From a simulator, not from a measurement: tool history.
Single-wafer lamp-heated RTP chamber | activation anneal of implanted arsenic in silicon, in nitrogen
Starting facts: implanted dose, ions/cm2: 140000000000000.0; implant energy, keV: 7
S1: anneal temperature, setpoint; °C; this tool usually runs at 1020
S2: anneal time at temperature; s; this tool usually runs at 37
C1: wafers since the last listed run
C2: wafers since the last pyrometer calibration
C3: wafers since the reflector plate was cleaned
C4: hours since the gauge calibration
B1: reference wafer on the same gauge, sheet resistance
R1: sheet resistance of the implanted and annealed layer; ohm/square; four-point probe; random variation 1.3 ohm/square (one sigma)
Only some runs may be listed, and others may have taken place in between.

run 1 hour=0.0 | S1=1020 S2=48 | C1=0 C2=3773 C3=843 C4=442.8 | B1=533.35 | R1=559.39
run 2 hour=81.9 | S1=1020 S2=47 | C1=1341 C2=5114 C3=2184 C4=524.7 | B1=534.21 | R1=559.51
run 3 hour=115.7 | S1=1020 S2=53 | C1=553 C2=5667 C3=2738 C4=558.5 | B1=533.87 | R1=554.84
run 4 hour=127.9 | S1=1020 S2=53 | C1=199 C2=5867 C3=2937 C4=570.7 | B1=533.83 | R1=555.98
-- hour=155.5 pyrometer window cleaned and pyrometer calibrated
run 5 hour=156.0 | S1=1020 S2=53 | C1=329 C2=7 C3=3267 C4=598.8 | B1=534.16 | R1=560.18
run 6 hour=183.1 | S1=1027 S2=37 | C1=443 C2=451 C3=3710 C4=625.9 | B1=534.04 | R1=562.60
run 7 hour=198.7 | S1=1020 S2=37 | C1=255 C2=706 C3=3966 C4=641.5 | B1=533.67 | R1=566.94
run 8 hour=213.2 | S1=1020 S2=37 | C1=237 C2=943 C3=4203 C4=656.0 | B1=533.76 | R1=567.62
run 9 hour=249.1 | S1=1020 S2=37 | C1=587 C2=1531 C3=4791 C4=691.9 | B1=534.33 | R1=565.02
run 10 hour=283.4 | S1=1020 S2=37 | C1=561 C2=2093 C3=5353 C4=726.2 | B1=534.16 | R1=567.31
run 11 hour=305.3 | S1=1020 S2=37 | C1=358 C2=2452 C3=5711 C4=748.1 | B1=533.91 | R1=564.68
run 12 hour=326.6 | S1=1020 S2=37 | C1=348 C2=2800 C3=6060 C4=769.4 | B1=533.79 | R1=566.38
run 13 hour=346.1 | S1=1020 S2=37 | C1=319 C2=3120 C3=6379 C4=788.9 | B1=533.67 | R1=565.40
run 14 hour=364.1 | S1=1020 S2=37 | C1=294 C2=3414 C3=6674 C4=806.9 | B1=533.93 | R1=565.86
run 15 hour=381.7 | S1=1020 S2=37 | C1=288 C2=3703 C3=6962 C4=824.5 | B1=534.34 | R1=564.73
run 16 hour=413.2 | S1=1009 S2=37 | C1=515 C2=4218 C3=7478 C4=856.0 | B1=534.44 | R1=571.98
run 17 hour=426.5 | S1=1041 S2=43 | C1=217 C2=4436 C3=7696 C4=869.3 | B1=533.89 | R1=545.74
run 18 hour=450.2 | S1=1049 S2=30 | C1=388 C2=4824 C3=8084 C4=893.0 | B1=533.90 | R1=552.52
run 19 hour=485.5 | S1=1020 S2=37 | C1=578 C2=5402 C3=8662 C4=928.3 | B1=533.43 | R1=565.60
-- hour=510.5 reflector plate cleaned
run 20 hour=519.3 | S1=1020 S2=37 | C1=422 C2=5825 C3=143 C4=962.1 | B1=534.20 | R1=565.72
run 21 hour=549.6 | S1=1020 S2=21 | C1=496 C2=6321 C3=639 C4=992.4 | B1=533.77 | R1=576.37
run 22 hour=579.5 | S1=1008 S2=45 | C1=489 C2=6810 C3=1129 C4=1022.3 | B1=533.77 | R1=566.57
-- hour=610.6 pyrometer window cleaned and pyrometer calibrated
run 23 hour=611.1 | S1=1049 S2=30 | C1=386 C2=8 C3=1515 C4=1053.9 | B1=533.64 | R1=559.17
-- hour=614.1 gauge calibrated
run 24 hour=631.9 | S1=1045 S2=25 | C1=340 C2=348 C3=1856 C4=17.8 | B1=534.29 | R1=563.11
run 25 hour=649.1 | S1=1020 S2=37 | C1=281 C2=630 C3=2137 C4=35.0 | B1=534.32 | R1=568.39
run 26 hour=661.1 | S1=990 S2=49 | C1=196 C2=826 C3=2334 C4=47.0 | B1=533.97 | R1=576.25
run 27 hour=688.5 | S1=1049 S2=19 | C1=448 C2=1275 C3=2782 C4=74.4 | B1=533.92 | R1=567.47
run 28 hour=712.5 | S1=993 S2=31 | C1=392 C2=1668 C3=3175 C4=98.4 | B1=534.75 | R1=580.40
run 29 hour=728.0 | S1=999 S2=15 | C1=253 C2=1922 C3=3429 C4=113.9 | B1=533.79 | R1=591.34
run 30 hour=746.8 | S1=1044 S2=30 | C1=307 C2=2230 C3=3737 C4=132.7 | B1=533.73 | R1=556.50
run 31 hour=836.6 | S1=991 S2=37 | C1=1470 C2=3700 C3=5207 C4=222.5 | B1=533.87 | R1=578.22
run 32 hour=858.5 | S1=1038 S2=43 | C1=358 C2=4059 C3=5566 C4=244.4 | B1=534.18 | R1=551.77
run 33 hour=890.3 | S1=1049 S2=22 | C1=520 C2=4579 C3=6087 C4=276.2 | B1=534.37 | R1=560.96
run 34 hour=920.9 | S1=999 S2=37 | C1=501 C2=5080 C3=6588 C4=306.8 | B1=534.51 | R1=574.48
run 35 hour=936.0 | S1=992 S2=44 | C1=247 C2=5328 C3=6835 C4=321.9 | B1=533.53 | R1=574.33
run 36 hour=951.1 | S1=1020 S2=37 | C1=247 C2=5575 C3=7082 C4=337.0 | B1=534.06 | R1=563.95
run 37 hour=969.8 | S1=1020 S2=28 | C1=306 C2=5881 C3=7389 C4=355.7 | B1=533.68 | R1=569.42

Selected run-to-run steps in R1, each split into two signed amounts: the part the tool would show with no hidden state at all (from settings, incoming material and random variation), and the remainder, which goes to the hidden state together with any gauge scatter not common to the measured and the hidden-state-free results:
The tool's hidden condition here consists of: true wafer temperature minus pyrometer reading, K; wafer temperature error from the tarnished reflector plate, K; gauge reads high (%).
Run 4 -> 5: pyrometer window cleaned and pyrometer calibrated. R1 +4.20 ohm/square: hidden state +6.60, all else -2.40.
Run 16 -> 17: S1 1009 -> 1041, S2 37 -> 43. R1 -26.24 ohm/square: hidden state -3.02, all else -23.22.
Run 22 -> 23: S1 1008 -> 1049, S2 45 -> 30, pyrometer window cleaned and pyrometer calibrated. R1 -7.40 ohm/square: hidden state +6.82, all else -14.22.
Run 29 -> 30: S1 999 -> 1044, S2 15 -> 30. R1 -34.84 ohm/square: hidden state -3.20, all else -31.64.
Run 31 -> 32: S1 991 -> 1038, S2 37 -> 43. R1 -26.45 ohm/square: hidden state -3.67, all else -22.78.
